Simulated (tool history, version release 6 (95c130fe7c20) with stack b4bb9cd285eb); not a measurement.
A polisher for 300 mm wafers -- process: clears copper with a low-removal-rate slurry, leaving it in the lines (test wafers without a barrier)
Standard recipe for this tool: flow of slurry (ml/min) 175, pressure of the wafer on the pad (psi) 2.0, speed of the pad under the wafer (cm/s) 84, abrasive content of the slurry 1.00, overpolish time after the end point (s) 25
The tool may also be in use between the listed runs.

run    hour  flow of slurry (ml/min)  pressure of the wafer on the pad (psi)  speed of the pad under the wafer (cm/s)  abrasive content of the slurry  overpolish time after the end point (s)  incoming thickness of the incoming film, nm  time until the end point was called (s)  dishing of a wide line in a test structure (angstrom)
  1     0.0                      175                                     2.0                                       84                            1.00                                       25                                        220.3                                    154.2                                                    271
  2    52.0                      175                                     2.0                                       84                            1.00                                       25                                        222.5                                    160.8                                                    273
       57.5  -- worn pad replaced by a new one
  3   102.0                      175                                     2.0                                       84                            1.00                                       25                                        222.3                                    154.7                                                    277
      119.5  -- head pressure recalibrated
      126.8  -- slurry blender recalibrated
  4   127.7                      175                                     1.6                                       84                            1.00                                       25                                        217.9                                    205.5                                                    206
  5   168.7                      135                                     2.0                                       84                            1.00                                       25                                        218.7                                    170.6                                                    253
  6   225.2                      175                                     2.0                                       84                            1.00                                       25                                        220.2                                    162.8                                                    261
  7   289.8                      175                                     2.0                                       64                            1.25                                       25                                        215.7                                    185.4                                                    223
  8   335.2                      235                                     2.0                                      102                            1.00                                       25                                        220.6                                    130.9                                                    313
      364.1  -- slurry nozzle cleaned
  9   368.6                      210                                     2.0                                       84                            1.00                                       20                                        223.0                                    157.3                                                    216
 10   419.1                      175                                     2.0                                       84                            1.00                                       25                                        222.5                                    163.0                                                    268
 11   470.4                      175                                     2.2                                       84                            1.00                                       25                                        219.7                                    144.1                                                    288
      490.6  -- worn pad replaced by a new one
 12   538.6                      175                                     2.0                                       84                            1.00                                       25                                        219.5                                    155.5                                                    267
      590.1  -- slurry blender recalibrated
 13   609.5                      205                                     2.0                                       84                            0.90                                       25                                        223.3                                    151.8                                                    273
 14   658.7                      175                                     2.6                                       66                            1.00                                       25                                        221.6                                    136.7                                                    309
      684.4  -- head pressure recalibrated
 15   722.9                      175                                     2.0                                       84                            1.00                                       13                                        219.7                                    164.1                                                    140
 16   782.5                      175                                     2.0                                       84                            1.00                                       25                                        222.6                                    164.1                                                    262
 17   840.4                      135                                     2.0                                       64                            0.70                                       15                                        219.6                                    217.4                                                    121
 18   899.4                      175                                     2.0                                       84                            1.00                                       25                                        219.6                                    159.8                                                    256
 19   940.6                      175                                     2.0                                       74                            0.85                                       25                                        219.1                                    181.9                                                    237
      978.3  -- worn pad replaced by a new one
      985.0  -- slurry nozzle cleaned
 20   989.2                      175                                     2.6                                       84                            1.00                                       25                                        219.2                                    122.5                                                    335
 21  1046.8                      130                                     2.0                                       84                            1.00                                       25                                        220.6                                    167.8                                                    257
     1093.5  -- slurry blender recalibrated
 22  1107.8                      175                                     2.0                                       84                            1.00                                       35                                        219.8                                    151.6                                                    376
 23  1174.7                      175                                     2.0                                       84                            1.00                                       13                                        216.8                                    149.3                                                    153
     1191.9  -- head pressure recalibrated
 24  1199.8                      175                                     2.0                                       84                            1.00                                       25                                        217.4                                    158.1                                                    263
 25  1253.2                      145                                     2.0                                       68                            0.80                                       16                                        218.8                                    192.3                                                    144
 26  1283.0                      215                                     1.5                                       72                            1.00                                       12                                        219.2                                    235.2                                                     94
 27  1344.2                      175                                     2.0                                       84                            1.00                                       25                                        220.5                                    158.3                                                    258
 28  1401.5                      195                                     1.5                                      108                            1.00                                       29                                        220.7                                    171.6                                                    281

Below, some changes in time until the end point was called (s) between adjacent runs. For each, the amount present without the hidden state too (settings, incoming material, random variation) and the amount remaining for the hidden state with gauge scatter not shared by both compared results:
Unlogged tool condition in this case: removal rate lost through wear of the pad, %; slurry flow missing at the pad, %; deviation of the head's pressure from its setpoint, %; abrasive missing from the slurry, %.
Run 14 -> 15: pressure of the wafer on the pad (psi) 2.6 -> 2.0, speed of the pad under the wafer (cm/s) 66 -> 84, overpolish time after the end point (s) 25 -> 13, head pressure recalibrated. time until the end point was called (s) +27.4: hidden state +13.2, all else +14.2.
Run 19 -> 20: pressure of the wafer on the pad (psi) 2.0 -> 2.6, speed of the pad under the wafer (cm/s) 74 -> 84, abrasive content of the slurry 0.85 -> 1.00, worn pad replaced by a new one, slurry nozzle cleaned. time until the end point was called (s) -59.4: hidden state +0.1, all else -59.5.
Run 23 -> 24: overpolish time after the end point (s) 13 -> 25, head pressure recalibrated. time until the end point was called (s) +8.8: hidden state +10.3, all else -1.5.
Run 26 -> 27: flow of slurry (ml/min) 215 -> 175, pressure of the wafer on the pad (psi) 1.5 -> 2.0, speed of the pad under the wafer (cm/s) 72 -> 84, overpolish time after the end point (s) 12 -> 25. time until the end point was called (s) -76.9: hidden state +0.7, all else -77.6.
